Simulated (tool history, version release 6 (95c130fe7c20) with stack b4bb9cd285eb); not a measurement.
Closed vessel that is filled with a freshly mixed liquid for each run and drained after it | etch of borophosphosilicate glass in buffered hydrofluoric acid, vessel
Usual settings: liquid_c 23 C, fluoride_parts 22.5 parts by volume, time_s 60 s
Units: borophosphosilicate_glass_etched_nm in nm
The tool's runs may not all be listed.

run    hour  liquid_c  fluoride_parts  time_s  wafers since the last listed run  hours since the thermometer was replaced  hours since the hydrofluoric acid flow meter was replaced  hours since the gauge calibration  read-back film thickness of the borophosphosilicate glass reference wafer, read on the same gauge (nm)  borophosphosilicate_glass_etched_nm
  1       0        23              27      60                                 0                                    1115.7                                                      492.6                             1254.7                                                                                                  129.99                                51.57
  2    42.8        23            22.5      60                              4661                                    1158.5                                                      535.4                             1297.5                                                                                                  129.98                                58.41
  3   107.6        23            25.5      60                              7057                                    1223.3                                                      600.2                             1362.3                                                                                                  129.99                                53.99
  4   160.5        23            25.5      60                              5761                                    1276.2                                                      653.1                             1415.2                                                                                                  129.98                                55.48
  5   268.3        23            25.5      60                             11740                                      1384                                                      760.9                               1523                                                                                                  129.97                                55.41
  6   335.4      26.5            22.5      60                              7307                                    1451.1                                                        828                             1590.1                                                                                                  130.01                                72.85
  7   392.8      26.5            22.5      60                              6251                                    1508.5                                                      885.4                             1647.5                                                                                                  129.97                                72.11
  8   592.7      26.5            22.5      60                             21771                                    1708.4                                                     1085.3                             1847.4                                                                                                  129.98                                73.45
  9   629.5        23              19      60                              4007                                    1745.2                                                     1122.1                             1884.2                                                                                                  129.99                                68.98
 10   690.1        23              19      60                              6600                                    1805.8                                                     1182.7                             1944.8                                                                                                  129.97                                 69.5
 11   739.8        23              19      60                              5412                                    1855.5                                                     1232.4                             1994.5                                                                                                  129.99                                69.36
 12   832.2        23            22.5      60                             10063                                    1947.9                                                     1324.8                             2086.9                                                                                                  130.03                                60.99
 13     899        23            22.5      60                              7275                                    2014.7                                                     1391.6                             2153.7                                                                                                  130.01                                61.12
 14   954.5        23            22.5      60                              6044                                    2070.2                                                     1447.1                             2209.2                                                                                                     130                                60.43
      961.3  -- thermometer replaced
 15  1051.1        23            22.5      60                             10411                                      89.8                                                     1543.7                             2305.8                                                                                                  129.98                                57.61
 16  1091.3        23              20      30                              4378                                       130                                                     1583.9                               2346                                                                                                  130.01                                31.42
 17  1198.7        23            22.5      60                             11697                                     237.4                                                     1691.3                             2453.4                                                                                                  130.03                                57.46
     1224.3  -- gauge calibrated
 18  1306.6        23            22.5      35                             11751                                     345.3                                                     1799.2                               82.3                                                                                                  129.98                                34.19
 19  1343.6      27.5              30      90                              4029                                     382.3                                                     1836.2                              119.3                                                                                                  130.01                                91.21
 20  1459.1        26            15.5      60                             12579                                     497.8                                                     1951.7                              234.8                                                                                                  129.99                                96.54
     1496.5  -- hydrofluoric acid flow meter replaced
 21  1507.7        23            22.5      45                              5184                                     546.4                                                       11.2                              283.4                                                                                                  129.98                                44.27
 22  1569.6      21.5            26.5      60                              6741                                     608.3                                                       73.1                              345.3                                                                                                  129.97                                48.04
 23  1613.4        23            22.5      85                              4770                                     652.1                                                      116.9                              389.1                                                                                                     130                                83.55
 24  1814.8        23            22.5      60                             21934                                     853.5                                                      318.3                              590.5                                                                                                  130.01                                 58.3
 25  1914.6        21            17.5      50                             10869                                     953.3                                                      418.1                              690.3                                                                                                  129.99                                54.06
 26  2013.5      25.5            22.5      60                             10771                                    1052.2                                                        517                              789.2                                                                                                  130.01                                67.52
 27  2114.3        26              28      60                             10978                                      1153                                                      617.8                                890                                                                                                  129.99                                60.41
 28  2220.5        23            22.5      60                             11566                                    1259.2                                                        724                              996.2                                                                                                  130.04                                59.31
 29  2289.8        23            19.5      30                              7547                                    1328.5                                                      793.3                             1065.5                                                                                                  129.97                                33.24
 30    2380      26.5              30      35                              9823                                    1418.7                                                      883.5                             1155.7                                                                                                  129.99                                34.74

The tool's hidden state at each run:
hydrofluoric acid flow above the setpoint (%): 0 in every run
gauge reads high (%): 0 in every run
H1: liquid hotter than its thermometer reads (K)
run     H1
  1  0.685
  2  0.708
  3  0.741
  4  0.768
  5  0.824
  6  0.859
  7  0.888
  8  0.992
  9   1.01
 10   1.04
 11   1.07
 12   1.12
 13   1.15
 14   1.18
 15  0.104
 16  0.124
 17   0.18
 18  0.236
 19  0.255
 20  0.315
 21   0.34
 22  0.372
 23  0.394
 24  0.498
 25   0.55
 26  0.601
 27  0.653
 28  0.708
 29  0.744
 30  0.791

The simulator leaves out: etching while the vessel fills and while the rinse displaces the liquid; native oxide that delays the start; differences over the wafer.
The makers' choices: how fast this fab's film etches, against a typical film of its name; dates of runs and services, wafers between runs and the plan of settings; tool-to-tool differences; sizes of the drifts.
